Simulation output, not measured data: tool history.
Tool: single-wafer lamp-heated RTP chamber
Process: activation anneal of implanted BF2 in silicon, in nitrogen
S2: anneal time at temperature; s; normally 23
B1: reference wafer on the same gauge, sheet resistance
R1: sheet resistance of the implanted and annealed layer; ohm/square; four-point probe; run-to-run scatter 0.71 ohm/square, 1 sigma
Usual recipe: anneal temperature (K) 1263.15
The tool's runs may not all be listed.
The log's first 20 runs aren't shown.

{"run": 21, "hour": 450.6, "anneal temperature (K)": 1234.15, "S2": 29, "B1": 213.83, "R1": 236.37}
{"run": 22, "hour": 466.0, "anneal temperature (K)": 1277.15, "S2": 16, "B1": 213.99, "R1": 183.14}
{"run": 23, "hour": 485.8, "anneal temperature (K)": 1263.15, "S2": 23, "B1": 213.97, "R1": 193.05}
{"run": 24, "hour": 520.3, "anneal temperature (K)": 1290.15, "S2": 17, "B1": 213.62, "R1": 165.35}
{"hour": 532.3, "done": "pyrometer window cleaned and pyrometer calibrated"}
{"run": 25, "hour": 624.2, "anneal temperature (K)": 1254.15, "S2": 31, "B1": 214.19, "R1": 197.65}
{"run": 26, "hour": 650.8, "anneal temperature (K)": 1263.15, "S2": 23, "B1": 213.79, "R1": 191.43}
{"hour": 695.9, "done": "reflector plate cleaned"}
{"hour": 726.6, "done": "gauge calibrated"}
{"hour": 751.1, "done": "pyrometer window cleaned and pyrometer calibrated"}
{"run": 27, "hour": 758.6, "anneal temperature (K)": 1252.15, "S2": 35, "B1": 214, "R1": 204.95}
{"run": 28, "hour": 790.0, "anneal temperature (K)": 1284.15, "S2": 18, "B1": 214.28, "R1": 176.28}
{"run": 29, "hour": 806.4, "anneal temperature (K)": 1250.15, "S2": 18, "B1": 214.04, "R1": 226.51}
{"run": 30, "hour": 841.6, "anneal temperature (K)": 1238.15, "S2": 23, "B1": 214.02, "R1": 241.89}
{"run": 31, "hour": 884.8, "anneal temperature (K)": 1263.15, "S2": 32, "B1": 213.68, "R1": 188.26}
{"run": 32, "hour": 905.4, "anneal temperature (K)": 1263.15, "S2": 17, "B1": 214.15, "R1": 205.79}
{"run": 33, "hour": 925.3, "anneal temperature (K)": 1275.15, "S2": 9, "B1": 214.24, "R1": 206.28}
{"run": 34, "hour": 953.2, "anneal temperature (K)": 1263.15, "S2": 23, "B1": 213.96, "R1": 196.81}
{"hour": 976.1, "done": "pyrometer window cleaned and pyrometer calibrated"}
{"run": 35, "hour": 984.7, "anneal temperature (K)": 1247.15, "S2": 23, "B1": 214, "R1": 223.02}
{"run": 36, "hour": 1020.2, "anneal temperature (K)": 1263.15, "S2": 28, "B1": 214.22, "R1": 191.9}
{"run": 37, "hour": 1054.5, "anneal temperature (K)": 1275.15, "S2": 23, "B1": 214.1, "R1": 179.35}
{"run": 38, "hour": 1073.5, "anneal temperature (K)": 1263.15, "S2": 31, "B1": 213.87, "R1": 188.12}

Here are 3 independent what-if runs from the current tool condition. What would each one return?
{"run": "A", "hour": 1073.9, "anneal temperature (K)": 1263.15, "S2": 23, "B1": "?", "R1": "?"}
{"run": "B", "hour": 1073.9, "anneal temperature (K)": 1273.15, "S2": 19, "B1": "?", "R1": "?"}
{"run": "C", "hour": 1073.9, "anneal temperature (K)": 1278.15, "S2": 31, "B1": "?", "R1": "?"}

run=A B1=214.16 R1=196.71
run=B B1=214.16 R1=187.21
run=C B1=214.16 R1=166.81
Without the tool's unlogged condition, the same runs would have read:
run=A R1=199.7
run=B R1=189.93
run=C R1=169.22
